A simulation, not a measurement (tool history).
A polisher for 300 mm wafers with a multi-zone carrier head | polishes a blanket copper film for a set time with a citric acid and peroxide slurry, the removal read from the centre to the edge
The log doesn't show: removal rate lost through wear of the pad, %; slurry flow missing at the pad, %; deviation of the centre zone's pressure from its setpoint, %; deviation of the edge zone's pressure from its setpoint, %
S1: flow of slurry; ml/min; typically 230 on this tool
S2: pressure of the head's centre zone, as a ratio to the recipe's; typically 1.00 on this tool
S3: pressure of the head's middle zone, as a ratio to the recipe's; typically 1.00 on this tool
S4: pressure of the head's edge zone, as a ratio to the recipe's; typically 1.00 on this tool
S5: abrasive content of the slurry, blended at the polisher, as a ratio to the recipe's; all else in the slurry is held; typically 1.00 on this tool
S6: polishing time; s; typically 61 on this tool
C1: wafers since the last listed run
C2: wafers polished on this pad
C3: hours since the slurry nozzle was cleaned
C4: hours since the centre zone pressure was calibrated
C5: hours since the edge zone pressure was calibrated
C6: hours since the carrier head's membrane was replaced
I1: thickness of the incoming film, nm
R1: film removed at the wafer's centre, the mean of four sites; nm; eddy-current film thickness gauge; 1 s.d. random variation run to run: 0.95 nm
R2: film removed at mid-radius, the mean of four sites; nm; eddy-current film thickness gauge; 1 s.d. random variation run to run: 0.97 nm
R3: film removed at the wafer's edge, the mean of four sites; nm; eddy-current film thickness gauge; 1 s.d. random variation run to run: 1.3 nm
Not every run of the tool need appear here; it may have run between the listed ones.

{"run": 1, "day": 0.0, "S1": 230, "S2": 1.0, "S3": 1.0, "S4": 1.0, "S5": 0.95, "S6": 70, "C1": 0, "C2": 41, "C3": 160.0, "C4": 746.9, "C5": 526.0, "C6": 1545.4, "I1": 1229.4, "R1": 122.5, "R2": 128.9, "R3": 125.8}
{"run": 2, "day": 1.167, "S1": 170, "S2": 1.0, "S3": 1.0, "S4": 1.0, "S5": 1.0, "S6": 61, "C1": 382, "C2": 423, "C3": 188.0, "C4": 774.9, "C5": 554.0, "C6": 1573.4, "I1": 1242.5, "R1": 100.2, "R2": 105.6, "R3": 106.3}
{"run": 3, "day": 2.521, "S1": 170, "S2": 1.0, "S3": 1.0, "S4": 1.0, "S5": 1.0, "S6": 61, "C1": 443, "C2": 866, "C3": 220.5, "C4": 807.4, "C5": 586.5, "C6": 1605.9, "I1": 1244.1, "R1": 95.6, "R2": 103.7, "R3": 102.8}
{"day": 3.754, "done": "worn pad replaced by a new one"}
{"run": 4, "day": 3.954, "S1": 230, "S2": 1.0, "S3": 1.0, "S4": 1.0, "S5": 1.0, "S6": 61, "C1": 414, "C2": 65, "C3": 254.9, "C4": 841.8, "C5": 620.9, "C6": 1640.3, "I1": 1226.6, "R1": 108.3, "R2": 113.1, "R3": 114.2}
{"run": 5, "day": 5.358, "S1": 230, "S2": 1.0, "S3": 1.0, "S4": 1.0, "S5": 1.0, "S6": 61, "C1": 459, "C2": 525, "C3": 288.6, "C4": 875.5, "C5": 654.6, "C6": 1674.0, "I1": 1264.4, "R1": 103.6, "R2": 107.1, "R3": 107.2}
{"run": 6, "day": 5.962, "S1": 230, "S2": 1.0, "S3": 1.0, "S4": 1.0, "S5": 1.0, "S6": 61, "C1": 197, "C2": 723, "C3": 303.1, "C4": 890.0, "C5": 669.1, "C6": 1688.5, "I1": 1259.2, "R1": 103.8, "R2": 107.3, "R3": 105.6}
{"run": 7, "day": 6.988, "S1": 230, "S2": 1.0, "S3": 1.0, "S4": 1.0, "S5": 1.1, "S6": 61, "C1": 335, "C2": 1059, "C3": 327.7, "C4": 914.6, "C5": 693.7, "C6": 1713.1, "I1": 1212.6, "R1": 104.0, "R2": 108.3, "R3": 106.8}
{"day": 7.438, "done": "worn pad replaced by a new one"}
{"run": 8, "day": 7.929, "S1": 230, "S2": 1.0, "S3": 1.0, "S4": 1.0, "S5": 1.0, "S6": 61, "C1": 253, "C2": 161, "C3": 350.3, "C4": 937.2, "C5": 716.3, "C6": 1735.7, "I1": 1237.8, "R1": 108.6, "R2": 111.4, "R3": 110.9}
{"run": 9, "day": 9.371, "S1": 230, "S2": 1.0, "S3": 1.0, "S4": 1.0, "S5": 1.0, "S6": 61, "C1": 472, "C2": 633, "C3": 384.9, "C4": 971.8, "C5": 750.9, "C6": 1770.3, "I1": 1229.4, "R1": 104.0, "R2": 109.2, "R3": 108.9}
{"day": 9.512, "done": "centre zone pressure recalibrated"}
{"run": 10, "day": 10.229, "S1": 175, "S2": 1.03, "S3": 1.0, "S4": 1.0, "S5": 1.3, "S6": 74, "C1": 253, "C2": 887, "C3": 405.5, "C4": 17.2, "C5": 771.5, "C6": 1790.9, "I1": 1241.5, "R1": 130.8, "R2": 130.2, "R3": 131.3}
{"run": 11, "day": 10.954, "S1": 230, "S2": 1.0, "S3": 1.0, "S4": 1.0, "S5": 1.0, "S6": 61, "C1": 237, "C2": 1124, "C3": 422.9, "C4": 34.6, "C5": 788.9, "C6": 1808.3, "I1": 1228.0, "R1": 100.3, "R2": 107.0, "R3": 104.4}
{"day": 11.583, "done": "slurry nozzle cleaned"}
{"day": 12.025, "done": "worn pad replaced by a new one"}
{"run": 12, "day": 12.046, "S1": 295, "S2": 1.0, "S3": 1.0, "S4": 0.88, "S5": 1.0, "S6": 61, "C1": 289, "C2": 6, "C3": 11.1, "C4": 60.8, "C5": 815.1, "C6": 1834.5, "I1": 1258.9, "R1": 114.0, "R2": 116.5, "R3": 107.4}
{"run": 13, "day": 12.517, "S1": 230, "S2": 1.0, "S3": 1.0, "S4": 1.04, "S5": 0.8, "S6": 61, "C1": 154, "C2": 160, "C3": 22.4, "C4": 72.1, "C5": 826.4, "C6": 1845.8, "I1": 1241.2, "R1": 102.6, "R2": 107.2, "R3": 108.9}
{"day": 12.721, "done": "edge zone pressure recalibrated"}
{"run": 14, "day": 13.904, "S1": 295, "S2": 1.0, "S3": 1.0, "S4": 0.94, "S5": 1.0, "S6": 61, "C1": 427, "C2": 587, "C3": 55.7, "C4": 105.4, "C5": 28.4, "C6": 1879.1, "I1": 1224.0, "R1": 109.9, "R2": 113.6, "R3": 107.9}
{"day": 14.817, "done": "carrier head's membrane replaced by a new one"}
{"run": 15, "day": 14.838, "S1": 250, "S2": 1.0, "S3": 1.0, "S4": 1.0, "S5": 1.25, "S6": 61, "C1": 237, "C2": 825, "C3": 78.1, "C4": 127.8, "C5": 50.8, "C6": 0.5, "I1": 1214.7, "R1": 110.0, "R2": 115.7, "R3": 111.9}
{"day": 16.783, "done": "worn pad replaced by a new one"}
{"run": 16, "day": 18.333, "S1": 230, "S2": 1.0, "S3": 1.0, "S4": 1.0, "S5": 1.0, "S6": 61, "C1": 1090, "C2": 507, "C3": 162.0, "C4": 211.7, "C5": 134.7, "C6": 84.4, "I1": 1244.6, "R1": 104.9, "R2": 109.6, "R3": 109.2}
{"run": 17, "day": 19.083, "S1": 175, "S2": 1.0, "S3": 0.94, "S4": 1.0, "S5": 1.0, "S6": 61, "C1": 245, "C2": 753, "C3": 180.0, "C4": 229.7, "C5": 152.7, "C6": 102.4, "I1": 1236.4, "R1": 98.8, "R2": 102.3, "R3": 104.6}

Consider 4 possible next runs. They are alternatives, not a sequence: every one starts from the tool as it was left by run 17. What does each give?
{"run": "A", "day": 19.1, "S1": 210, "S2": 1.0, "S3": 1.0, "S4": 1.0, "S5": 1.0, "S6": 61, "C1": 5, "C2": 758, "C3": 180.4, "C4": 230.1, "C5": 153.1, "C6": 102.8, "I1": 1257.2, "R1": "?", "R2": "?", "R3": "?"}
{"run": "B", "day": 19.1, "S1": 230, "S2": 1.0, "S3": 1.0, "S4": 1.0, "S5": 1.0, "S6": 51, "C1": 5, "C2": 758, "C3": 180.4, "C4": 230.1, "C5": 153.1, "C6": 102.8, "I1": 1257.2, "R1": "?", "R2": "?", "R3": "?"}
{"run": "C", "day": 19.1, "S1": 230, "S2": 1.0, "S3": 1.0, "S4": 1.0, "S5": 1.0, "S6": 47, "C1": 5, "C2": 758, "C3": 180.4, "C4": 230.1, "C5": 153.1, "C6": 102.8, "I1": 1257.2, "R1": "?", "R2": "?", "R3": "?"}
{"run": "D", "day": 19.1, "S1": 300, "S2": 1.0, "S3": 1.0, "S4": 1.0, "S5": 0.9, "S6": 61, "C1": 5, "C2": 758, "C3": 180.4, "C4": 230.1, "C5": 153.1, "C6": 102.8, "I1": 1257.2, "R1": "?", "R2": "?", "R3": "?"}

run=A R1=103.0 R2=106.8 R3=107.6
run=B R1=87.4 R2=90.5 R3=90.9
run=C R1=80.6 R2=83.4 R3=83.7
run=D R1=106.0 R2=109.3 R3=108.9
Take away the tool's hidden state, keep each run's random variation, and the runs would have read:
run=A R1=108.2 R2=112.2 R3=113.0
run=B R1=91.8 R2=95.0 R3=95.4
run=C R1=84.6 R2=87.6 R3=87.9
run=D R1=111.3 R2=114.7 R3=114.3
